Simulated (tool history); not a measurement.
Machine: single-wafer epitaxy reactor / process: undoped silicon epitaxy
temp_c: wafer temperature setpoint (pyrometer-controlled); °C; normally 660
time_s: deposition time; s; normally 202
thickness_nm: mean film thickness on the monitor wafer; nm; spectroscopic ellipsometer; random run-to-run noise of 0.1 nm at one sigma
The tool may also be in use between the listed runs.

run	hour	temp_c	time_s	read-back reference wafer on the same gauge, thickness_nm	thickness_nm
1	0.0	660	202	35.477	43.228
2	23.9	660	202	35.500	43.402
3	37.8	660	202	35.539	43.443
4	67.1	660	202	35.473	43.568
5	100.6	660	202	35.537	43.449
6	126.6	660	202	35.484	43.767
7	161.3	660	202	35.514	43.756
8	190.0	660	202	35.486	43.803
9	207.8	660	202	35.510	43.737
10	227.0	660	211	35.498	45.701
# hour 253.2: gauge calibrated
11	259.9	660	202	35.489	43.787
12	286.2	666	175	35.471	42.918
13	315.5	660	202	35.517	43.939
14	330.5	660	202	35.524	43.956
15	358.7	660	202	35.516	43.965
16	374.7	660	202	35.500	44.041
17	398.5	656	167	35.496	33.655
18	432.4	660	202	35.497	44.057
19	445.1	670	184	35.491	49.242
20	465.6	665	241	35.525	58.229
# hour 506.5: pyrometer calibrated
21	568.6	660	202	35.438	42.804
22	589.1	652	185	35.518	33.318
23	607.1	660	221	35.483	46.912
24	636.2	656	235	35.512	45.881
# hour 645.4: gauge calibrated
25	657.4	649	226	35.498	38.403
26	691.0	650	216	35.459	37.165
27	722.9	660	202	35.529	42.776
28	738.2	647	202	35.534	32.751
29	757.3	648	179	35.455	29.690
30	781.5	660	202	35.480	42.920
31	799.6	656	235	35.497	45.966
32	811.7	672	216	35.480	58.299

Consider 3 possible next runs. They are alternatives, not a sequence: every one starts from the tool as it was left by run 32. What does each give?
A	812.2	660	202	?	?
B	812.2	668	178	?	?
C	812.2	674	242	?	?

run	read-back reference wafer on the same gauge, thickness_nm	thickness_nm
A	35.504	42.783
B	35.504	44.356
C	35.504	68.006
Without the tool's unlogged condition, the same runs would have read:
run	thickness_nm
A	42.649
B	44.219
C	67.798
